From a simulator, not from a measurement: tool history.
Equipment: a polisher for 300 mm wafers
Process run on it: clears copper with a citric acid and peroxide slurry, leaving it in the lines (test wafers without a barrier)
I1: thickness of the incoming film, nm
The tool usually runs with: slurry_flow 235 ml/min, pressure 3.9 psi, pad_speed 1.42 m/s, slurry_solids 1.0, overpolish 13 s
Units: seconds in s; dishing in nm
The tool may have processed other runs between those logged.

{"run": 1, "hour": 0.0, "slurry_flow": 235, "pressure": 3.9, "pad_speed": 1.42, "slurry_solids": 1.0, "overpolish": 13, "I1": 351.2, "seconds": 119.7, "dishing": 30.9}
{"run": 2, "hour": 15.0, "slurry_flow": 235, "pressure": 3.9, "pad_speed": 1.42, "slurry_solids": 1.0, "overpolish": 13, "I1": 347.3, "seconds": 116.6, "dishing": 30.9}
{"run": 3, "hour": 32.8, "slurry_flow": 235, "pressure": 3.9, "pad_speed": 1.42, "slurry_solids": 1.0, "overpolish": 13, "I1": 344.9, "seconds": 116.0, "dishing": 29.5}
{"hour": 39.3, "done": "worn pad replaced by a new one"}
{"run": 4, "hour": 45.3, "slurry_flow": 285, "pressure": 3.9, "pad_speed": 1.42, "slurry_solids": 1.0, "overpolish": 13, "I1": 347.7, "seconds": 107.2, "dishing": 33.9}
{"run": 5, "hour": 52.2, "slurry_flow": 285, "pressure": 3.9, "pad_speed": 1.42, "slurry_solids": 1.0, "overpolish": 13, "I1": 347.0, "seconds": 108.2, "dishing": 32.7}
{"run": 6, "hour": 67.0, "slurry_flow": 235, "pressure": 3.9, "pad_speed": 1.42, "slurry_solids": 1.0, "overpolish": 13, "I1": 343.8, "seconds": 112.1, "dishing": 30.6}
{"run": 7, "hour": 76.7, "slurry_flow": 235, "pressure": 3.9, "pad_speed": 1.42, "slurry_solids": 1.0, "overpolish": 10, "I1": 347.1, "seconds": 115.4, "dishing": 24.0}
{"run": 8, "hour": 89.5, "slurry_flow": 235, "pressure": 3.9, "pad_speed": 1.42, "slurry_solids": 1.0, "overpolish": 10, "I1": 344.5, "seconds": 115.5, "dishing": 23.9}
{"hour": 132.0, "done": "worn pad replaced by a new one"}
{"run": 9, "hour": 132.5, "slurry_flow": 235, "pressure": 3.9, "pad_speed": 1.42, "slurry_solids": 1.0, "overpolish": 13, "I1": 347.7, "seconds": 112.7, "dishing": 33.3}
{"run": 10, "hour": 138.1, "slurry_flow": 235, "pressure": 3.9, "pad_speed": 1.42, "slurry_solids": 1.0, "overpolish": 13, "I1": 349.6, "seconds": 114.4, "dishing": 32.2}
{"run": 11, "hour": 150.6, "slurry_flow": 235, "pressure": 3.9, "pad_speed": 1.42, "slurry_solids": 1.0, "overpolish": 13, "I1": 345.8, "seconds": 113.3, "dishing": 30.8}
{"run": 12, "hour": 158.2, "slurry_flow": 235, "pressure": 3.9, "pad_speed": 1.42, "slurry_solids": 1.0, "overpolish": 13, "I1": 341.6, "seconds": 116.0, "dishing": 31.1}
{"run": 13, "hour": 165.2, "slurry_flow": 235, "pressure": 3.9, "pad_speed": 1.42, "slurry_solids": 1.0, "overpolish": 13, "I1": 343.8, "seconds": 118.5, "dishing": 30.6}
{"run": 14, "hour": 176.4, "slurry_flow": 235, "pressure": 3.9, "pad_speed": 1.42, "slurry_solids": 1.0, "overpolish": 13, "I1": 346.7, "seconds": 120.7, "dishing": 31.1}
{"run": 15, "hour": 189.9, "slurry_flow": 235, "pressure": 3.9, "pad_speed": 1.42, "slurry_solids": 1.0, "overpolish": 13, "I1": 340.4, "seconds": 121.3, "dishing": 30.2}
{"run": 16, "hour": 199.2, "slurry_flow": 160, "pressure": 3.9, "pad_speed": 1.16, "slurry_solids": 1.0, "overpolish": 13, "I1": 339.5, "seconds": 158.2, "dishing": 22.0}
{"run": 17, "hour": 212.0, "slurry_flow": 235, "pressure": 4.8, "pad_speed": 1.24, "slurry_solids": 1.0, "overpolish": 5, "I1": 342.9, "seconds": 115.7, "dishing": 12.7}
{"hour": 226.7, "done": "worn pad replaced by a new one"}
{"run": 18, "hour": 227.2, "slurry_flow": 235, "pressure": 3.9, "pad_speed": 1.76, "slurry_solids": 0.9, "overpolish": 13, "I1": 346.5, "seconds": 94.3, "dishing": 38.0}
{"hour": 230.7, "done": "head pressure recalibrated"}
{"run": 19, "hour": 250.0, "slurry_flow": 235, "pressure": 3.9, "pad_speed": 1.42, "slurry_solids": 1.0, "overpolish": 13, "I1": 344.0, "seconds": 121.0, "dishing": 30.4}
{"hour": 253.5, "done": "slurry nozzle cleaned"}
{"run": 20, "hour": 267.9, "slurry_flow": 235, "pressure": 3.9, "pad_speed": 0.94, "slurry_solids": 1.0, "overpolish": 13, "I1": 341.9, "seconds": 173.8, "dishing": 21.4}
{"hour": 278.0, "done": "slurry blender recalibrated"}
{"run": 21, "hour": 281.1, "slurry_flow": 235, "pressure": 3.9, "pad_speed": 1.8, "slurry_solids": 1.0, "overpolish": 15, "I1": 343.6, "seconds": 92.6, "dishing": 42.8}
{"run": 22, "hour": 287.9, "slurry_flow": 235, "pressure": 3.9, "pad_speed": 1.58, "slurry_solids": 1.0, "overpolish": 13, "I1": 342.3, "seconds": 104.0, "dishing": 33.4}
{"hour": 307.4, "done": "worn pad replaced by a new one"}
{"run": 23, "hour": 331.5, "slurry_flow": 235, "pressure": 3.1, "pad_speed": 1.42, "slurry_solids": 1.1, "overpolish": 13, "I1": 344.7, "seconds": 136.3, "dishing": 27.2}
{"run": 24, "hour": 343.1, "slurry_flow": 155, "pressure": 4.6, "pad_speed": 1.74, "slurry_solids": 1.0, "overpolish": 20, "I1": 340.5, "seconds": 86.2, "dishing": 58.5}
{"run": 25, "hour": 354.7, "slurry_flow": 160, "pressure": 3.9, "pad_speed": 1.42, "slurry_solids": 1.0, "overpolish": 13, "I1": 345.2, "seconds": 124.7, "dishing": 29.4}
{"hour": 394.4, "done": "worn pad replaced by a new one"}
{"run": 26, "hour": 394.9, "slurry_flow": 235, "pressure": 3.9, "pad_speed": 1.42, "slurry_solids": 1.0, "overpolish": 20, "I1": 339.8, "seconds": 106.2, "dishing": 48.8}
{"run": 27, "hour": 408.1, "slurry_flow": 235, "pressure": 3.9, "pad_speed": 1.68, "slurry_solids": 1.1, "overpolish": 13, "I1": 343.3, "seconds": 93.0, "dishing": 38.4}
{"run": 28, "hour": 419.7, "slurry_flow": 310, "pressure": 3.9, "pad_speed": 1.42, "slurry_solids": 1.0, "overpolish": 13, "I1": 351.2, "seconds": 116.4, "dishing": 32.7}

Forecast each of these 4 alternatives for the next run:
{"run": "A", "hour": 420.2, "slurry_flow": 235, "pressure": 3.4, "pad_speed": 1.42, "slurry_solids": 1.0, "overpolish": 13, "I1": 344.2, "seconds": "?", "dishing": "?"}
{"run": "B", "hour": 420.2, "slurry_flow": 235, "pressure": 3.1, "pad_speed": 1.42, "slurry_solids": 1.0, "overpolish": 6, "I1": 344.2, "seconds": "?", "dishing": "?"}
{"run": "C", "hour": 420.2, "slurry_flow": 300, "pressure": 3.3, "pad_speed": 1.42, "slurry_solids": 1.2, "overpolish": 11, "I1": 344.2, "seconds": "?", "dishing": "?"}
{"run": "D", "hour": 420.2, "slurry_flow": 275, "pressure": 3.5, "pad_speed": 1.82, "slurry_solids": 1.0, "overpolish": 18, "I1": 344.2, "seconds": "?", "dishing": "?"}

run=A seconds=130.8 dishing=26.8
run=B seconds=141.8 dishing=12.0
run=C seconds=125.6 dishing=23.9
run=D seconds=97.8 dishing=46.3
Without the tool's hidden state the same runs would have given:
run=A seconds=120.9 dishing=28.8
run=B seconds=131.0 dishing=12.9
run=C seconds=116.5 dishing=25.6
run=D seconds=90.7 dishing=49.4
